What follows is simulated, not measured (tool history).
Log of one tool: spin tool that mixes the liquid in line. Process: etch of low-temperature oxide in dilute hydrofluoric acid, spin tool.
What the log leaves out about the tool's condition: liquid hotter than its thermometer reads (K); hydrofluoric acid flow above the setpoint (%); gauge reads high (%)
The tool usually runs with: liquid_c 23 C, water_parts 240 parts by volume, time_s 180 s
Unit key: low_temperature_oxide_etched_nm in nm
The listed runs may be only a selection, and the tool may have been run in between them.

| run | day | liquid_c | water_parts | time_s | wafers since the last listed run | hours since the thermometer was replaced | hours since the hydrofluoric acid flow meter was replaced | hours since the gauge calibration | read-back film thickness of the low-temperature oxide reference wafer, read on the same gauge (nm) | low_temperature_oxide_etched_nm |
|---|---|---|---|---|---|---|---|---|---|---|
| 1 | 0 | 23 | 195 | 180 | 0 | 132.1 | 541.5 | 128.6 | 129.64 | 20.05 |
| 2 | 5.867 | 23 | 195 | 180 | 1036 | 272.9 | 682.3 | 269.4 | 129.93 | 20.03 |
|  | 9.092 | hydrofluoric acid flow meter replaced |
| 3 | 10.046 | 23 | 240 | 180 | 731 | 373.2 | 22.9 | 369.7 | 130.16 | 15.56 |
| 4 | 13.133 | 23 | 240 | 180 | 545 | 447.3 | 97 | 443.8 | 130.37 | 15.44 |
| 5 | 16.242 | 23 | 240 | 180 | 549 | 521.9 | 171.6 | 518.4 | 130.53 | 15.64 |
| 6 | 20.4 | 23 | 240 | 180 | 734 | 621.7 | 271.4 | 618.2 | 130.78 | 15.65 |
| 7 | 22.438 | 23 | 240 | 180 | 360 | 670.6 | 320.3 | 667.1 | 130.84 | 15.7 |
|  | 30.888 | thermometer replaced |
| 8 | 33.95 | 23 | 240 | 180 | 2027 | 73.5 | 596.6 | 943.4 | 131.5 | 15.74 |
| 9 | 36.496 | 23 | 240 | 180 | 449 | 134.6 | 657.7 | 1004.5 | 131.61 | 15.74 |
| 10 | 40.654 | 21 | 240 | 180 | 734 | 234.4 | 757.5 | 1104.3 | 131.87 | 14.75 |
| 11 | 43.738 | 21 | 240 | 180 | 544 | 308.4 | 831.5 | 1178.3 | 132.02 | 14.66 |
|  | 44.758 | hydrofluoric acid flow meter replaced |
| 12 | 46.496 | 21 | 240 | 180 | 480 | 374.6 | 41.7 | 1244.5 | 132.19 | 14.8 |
| 13 | 49.533 | 23 | 305 | 180 | 536 | 447.5 | 114.6 | 1317.4 | 132.38 | 11.72 |
| 14 | 51.954 | 19.5 | 275 | 255 | 427 | 505.6 | 172.7 | 1375.5 | 132.44 | 16.61 |
| 15 | 53.612 | 23 | 345 | 80 | 293 | 545.4 | 212.5 | 1415.3 | 132.58 | 4.45 |
| 16 | 57.138 | 23 | 240 | 120 | 622 | 630 | 297.1 | 1499.9 | 132.76 | 10.67 |
| 17 | 59.462 | 23 | 240 | 180 | 410 | 685.8 | 352.9 | 1555.7 | 132.88 | 16.09 |
| 18 | 62.079 | 21 | 290 | 180 | 462 | 748.6 | 415.7 | 1618.5 | 133.04 | 11.67 |
|  | 67.633 | thermometer replaced |
| 19 | 73.908 | 23 | 240 | 180 | 2083 | 150.6 | 699.6 | 1902.4 | 133.71 | 16.07 |
|  | 74.446 | gauge calibrated |
| 20 | 78.088 | 23 | 120 | 230 | 738 | 250.9 | 799.9 | 87.4 | 129.74 | 45.16 |
| 21 | 81.067 | 23 | 240 | 180 | 526 | 322.4 | 871.4 | 158.9 | 129.91 | 15.44 |
| 22 | 83.854 | 24.5 | 160 | 260 | 492 | 389.3 | 938.3 | 225.8 | 130.05 | 39.1 |
|  | 84.696 | hydrofluoric acid flow meter replaced |
| 23 | 88.204 | 27 | 320 | 215 | 761 | 493.7 | 84.2 | 330.2 | 130.29 | 14.69 |
| 24 | 92.667 | 26 | 190 | 180 | 788 | 600.8 | 191.3 | 437.3 | 130.54 | 23.18 |
| 25 | 94.467 | 23 | 240 | 180 | 318 | 644 | 234.5 | 480.5 | 130.69 | 15.73 |
| 26 | 97.429 | 25 | 125 | 180 | 523 | 715.1 | 305.6 | 551.6 | 130.81 | 36.71 |
| 27 | 99.162 | 26 | 240 | 105 | 306 | 756.7 | 347.2 | 593.2 | 130.9 | 10.21 |
| 28 | 102.354 | 21 | 170 | 90 | 564 | 833.3 | 423.8 | 669.8 | 131.08 | 11.07 |
| 29 | 104.046 | 23 | 240 | 180 | 298 | 873.9 | 464.4 | 710.4 | 131.18 | 15.88 |
| 30 | 106.158 | 23 | 240 | 145 | 373 | 924.6 | 515.1 | 761.1 | 131.28 | 12.67 |
| 31 | 110.146 | 25.5 | 315 | 235 | 704 | 1020.3 | 610.8 | 856.8 | 131.55 | 15.86 |
|  | 112.762 | thermometer replaced |
| 32 | 113.875 | 23 | 240 | 180 | 651 | 26.7 | 700.3 | 946.3 | 131.76 | 15.92 |
|  | 115.304 | hydrofluoric acid flow meter replaced |
| 33 | 115.775 | 23 | 240 | 180 | 328 | 72.3 | 11.3 | 991.9 | 131.78 | 15.82 |

3 options for the next run, each taken on its own from the tool as it stands now. Forecast them:
| A | 115.796 | 20.5 | 240 | 180 | 3 | 72.8 | 11.8 | 992.4 | ? | ? |
| B | 115.796 | 20.5 | 295 | 115 | 3 | 72.8 | 11.8 | 992.4 | ? | ? |
| C | 115.796 | 21.5 | 240 | 180 | 3 | 72.8 | 11.8 | 992.4 | ? | ? |

| run | read-back film thickness of the low-temperature oxide reference wafer, read on the same gauge (nm) | low_temperature_oxide_etched_nm |
|---|---|---|
| A | 131.78 | 14.48 |
| B | 131.78 | 7.15 |
| C | 131.78 | 15.03 |
What these runs would have given with no unlogged condition in the tool:
| run | low_temperature_oxide_etched_nm |
|---|---|
| A | 14.28 |
| B | 7.05 |
| C | 14.83 |
